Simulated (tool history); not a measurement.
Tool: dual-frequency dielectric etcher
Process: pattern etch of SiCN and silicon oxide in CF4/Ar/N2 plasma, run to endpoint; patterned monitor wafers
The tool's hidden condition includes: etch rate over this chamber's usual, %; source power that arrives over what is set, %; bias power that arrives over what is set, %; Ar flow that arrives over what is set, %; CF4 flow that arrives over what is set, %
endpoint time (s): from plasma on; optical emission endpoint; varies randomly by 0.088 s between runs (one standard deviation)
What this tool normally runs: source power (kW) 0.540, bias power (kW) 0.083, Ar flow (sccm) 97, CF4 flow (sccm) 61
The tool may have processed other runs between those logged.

run   hour  source power (kW)  bias power (kW)  Ar flow (sccm)  CF4 flow (sccm)  wafers since the last listed run  hours since the last wet clean  hours since the last source power generator calibration  hours since the last bias power generator calibration  hours since the last Ar flow controller change  hours since the last CF4 flow controller change  hours since the last upper electrode change  incoming incoming film thickness, nm  endpoint time (s)
  1    0.0              0.570            0.083              97               61                                 0                           401.7                                                   1981.5                                                 4743.3                                          2473.7                                           4823.3                                       4462.3                                 10.66                9.7
      25.8  -- source power generator calibrated
      32.0  -- wet clean of the chamber
      33.0  -- bias power generator calibrated
  2   33.5              0.570            0.083              97               61                               193                             1.5                                                      7.7                                                    0.5                                          2507.2                                           4856.8                                       4495.8                                 10.69               10.2
  3   33.8              0.570            0.083              97               61                                 2                             1.8                                                      8.0                                                    0.8                                          2507.5                                           4857.1                                       4496.1                                 10.76               10.3
  4   36.8              0.540            0.083              97               61                                26                             4.8                                                     11.0                                                    3.8                                          2510.5                                           4860.1                                       4499.1                                 10.70               11.0
      43.5  -- Ar flow controller replaced
  5   46.6              0.540            0.083              97               61                                33                            14.6                                                     20.8                                                   13.6                                             3.1                                           4869.9                                       4508.9                                 10.66               10.8
  6   53.0              0.540            0.083              97               61                                55                            21.0                                                     27.2                                                   20.0                                             9.5                                           4876.3                                       4515.3                                 10.59               10.6
  7   61.3              0.660            0.083              97               61                                72                            29.3                                                     35.5                                                   28.3                                            17.8                                           4884.6                                       4523.6                                 10.74                8.6
  8   75.6              0.540            0.083              97               61                               124                            43.6                                                     49.8                                                   42.6                                            32.1                                           4898.9                                       4537.9                                 10.70               11.0
  9   88.8              0.480            0.065              97               52                               114                            56.8                                                     63.0                                                   55.8                                            45.3                                           4912.1                                       4551.1                                 10.79               13.9
 10   99.2              0.490            0.101              97               61                                90                            67.2                                                     73.4                                                   66.2                                            55.7                                           4922.5                                       4561.5                                 10.77               11.6
     124.7  -- upper electrode replaced
     127.2  -- CF4 flow controller replaced
 11  127.7              0.540            0.083              97               61                                16                            95.7                                                    101.9                                                   94.7                                            84.2                                              0.5                                          3.0                                 10.81               10.9
 12  128.1              0.590            0.073              84               61                                 3                            96.1                                                    102.3                                                   95.1                                            84.6                                              0.9                                          3.4                                 10.77               10.0
 13  136.4              0.540            0.070              97               61                                72                           104.4                                                    110.6                                                  103.4                                            92.9                                              9.2                                         11.7                                 10.71               11.5
 14  148.9              0.620            0.089             115               47                               108                           116.9                                                    123.1                                                  115.9                                           105.4                                             21.7                                         24.2                                 10.72                9.7
 15  165.2              0.540            0.083              79               61                               141                           133.2                                                    139.4                                                  132.2                                           121.7                                             38.0                                         40.5                                 10.72               10.5
 16  181.5              0.540            0.083              97               61                               141                           149.5                                                    155.7                                                  148.5                                           138.0                                             54.3                                         56.8                                 10.63               10.7
 17  191.2              0.540            0.083              78               61                                84                           159.2                                                    165.4                                                  158.2                                           147.7                                             64.0                                         66.5                                 10.69               10.5
 18  198.2              0.440            0.091              97               61                                60                           166.2                                                    172.4                                                  165.2                                           154.7                                             71.0                                         73.5                                 10.71               13.0
 19  205.7              0.540            0.083             115               61                                65                           173.7                                                    179.9                                                  172.7                                           162.2                                             78.5                                         81.0                                 10.64               10.9
 20  213.9              0.540            0.083              97               61                                71                           181.9                                                    188.1                                                  180.9                                           170.4                                             86.7                                         89.2                                 10.61               10.6
 21  267.6              0.570            0.083              97               61                               467                           235.6                                                    241.8                                                  234.6                                           224.1                                            140.4                                        142.9                                 10.74               10.1
 22  278.7              0.590            0.097             120               61                                96                           246.7                                                    252.9                                                  245.7                                           235.2                                            151.5                                        154.0                                 10.77                9.5
 23  285.3              0.600            0.063             107               73                                57                           253.3                                                    259.5                                                  252.3                                           241.8                                            158.1                                        160.6                                 10.71               10.3
 24  302.8              0.540            0.083              97               61                               152                           270.8                                                    277.0                                                  269.8                                           259.3                                            175.6                                        178.1                                 10.56               10.3
 25  319.6              0.540            0.083              97               49                               146                           287.6                                                    293.8                                                  286.6                                           276.1                                            192.4                                        194.9                                 10.80               11.1

Hidden state or all else? Some run-to-run changes of endpoint time (s), split into what the settings, what came in and random variation would give without the hidden state, and what is left for the hidden state (with any gauge scatter that isn't in both results):
Run 1 -> 2: source power generator calibrated, wet clean of the chamber, bias power generator calibrated. endpoint time (s) +0.5: hidden state +0.4, all else +0.1.
Run 2 -> 3: nothing adjusted, nothing logged. endpoint time (s) +0.1: hidden state +0.1, all else +0.0.
Run 8 -> 9: source power (kW) 0.540 -> 0.480, bias power (kW) 0.083 -> 0.065, CF4 flow (sccm) 61 -> 52. endpoint time (s) +2.9: hidden state +0.0, all else +2.9.
Run 17 -> 18: source power (kW) 0.540 -> 0.440, bias power (kW) 0.083 -> 0.091, Ar flow (sccm) 78 -> 97. endpoint time (s) +2.5: hidden state -0.1, all else +2.6.
